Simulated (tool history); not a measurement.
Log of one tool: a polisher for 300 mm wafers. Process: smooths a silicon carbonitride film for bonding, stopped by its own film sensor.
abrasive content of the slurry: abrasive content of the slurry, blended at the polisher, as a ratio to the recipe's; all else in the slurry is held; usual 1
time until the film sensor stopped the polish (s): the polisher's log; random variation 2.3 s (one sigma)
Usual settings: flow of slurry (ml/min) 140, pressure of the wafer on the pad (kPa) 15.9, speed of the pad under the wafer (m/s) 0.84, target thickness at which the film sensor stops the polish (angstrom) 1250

| run | hour | flow of slurry (ml/min) | pressure of the wafer on the pad (kPa) | speed of the pad under the wafer (m/s) | abrasive content of the slurry | target thickness at which the film sensor stops the polish (angstrom) | incoming thickness of the incoming film, nm | time until the film sensor stopped the polish (s) |
|---|---|---|---|---|---|---|---|---|
| 1 | 0 | 140 | 13.1 | 0.84 | 1 | 1250 | 160 | 169.4 |
| 2 | 12.3 | 140 | 13.1 | 0.84 | 1 | 1250 | 160.4 | 167.4 |
| 3 | 23.6 | 140 | 15.9 | 0.84 | 0.8 | 1250 | 159.3 | 160.4 |
| 4 | 40 | 140 | 15.9 | 0.84 | 0.8 | 1250 | 162.5 | 180.8 |
| 5 | 46.5 | 140 | 15.9 | 0.84 | 0.8 | 1250 | 162.7 | 182.4 |
| 6 | 63 | 140 | 15.9 | 0.84 | 1 | 1190 | 160.3 | 167.6 |
| 7 | 78.3 | 140 | 15.9 | 0.84 | 1 | 1250 | 158.4 | 137.8 |
| 8 | 95.7 | 140 | 15.9 | 0.84 | 1 | 1250 | 159.1 | 139.9 |
| 9 | 113.2 | 140 | 15.9 | 0.84 | 1 | 1250 | 162.3 | 152.7 |
| 10 | 123.1 | 140 | 15.9 | 0.92 | 0.9 | 1250 | 157.5 | 135.3 |
| 11 | 133.2 | 140 | 15.9 | 0.94 | 1 | 1250 | 161 | 139.9 |
| 12 | 140.4 | 115 | 15.9 | 0.84 | 1.25 | 1300 | 156.8 | 100.5 |
| 13 | 150.7 | 140 | 13.1 | 0.84 | 1 | 1250 | 159.4 | 162.9 |
| 14 | 166.7 | 140 | 13.8 | 0.92 | 1 | 1250 | 159.9 | 149.4 |
| 15 | 175 | 140 | 15.9 | 0.84 | 0.8 | 1250 | 160.2 | 168.8 |
| 16 | 181.3 | 170 | 15.9 | 0.84 | 1 | 1250 | 158.5 | 134.4 |
| 17 | 189.1 | 115 | 13.8 | 0.84 | 1 | 1160 | 159 | 206.8 |
| 18 | 202.2 | 160 | 13.8 | 0.84 | 1.2 | 1250 | 160.1 | 139 |
| 19 | 222 | 140 | 21.4 | 0.84 | 1 | 1250 | 159.4 | 112 |

Taken out of this log: 4 entries between the listed runs. Where each belongs, and how the hidden state differs across it:
Between runs 7 and 8: head pressure recalibrated (hour 80.9)
  no hidden state differs between the two runs
Between runs 8 and 9: worn pad replaced by a new one (hour 111.7); slurry blender recalibrated (hour 112.7)
  no hidden state differs between the two runs
Between runs 12 and 13: slurry nozzle cleaned (hour 145.3)
  no hidden state differs between the two runs
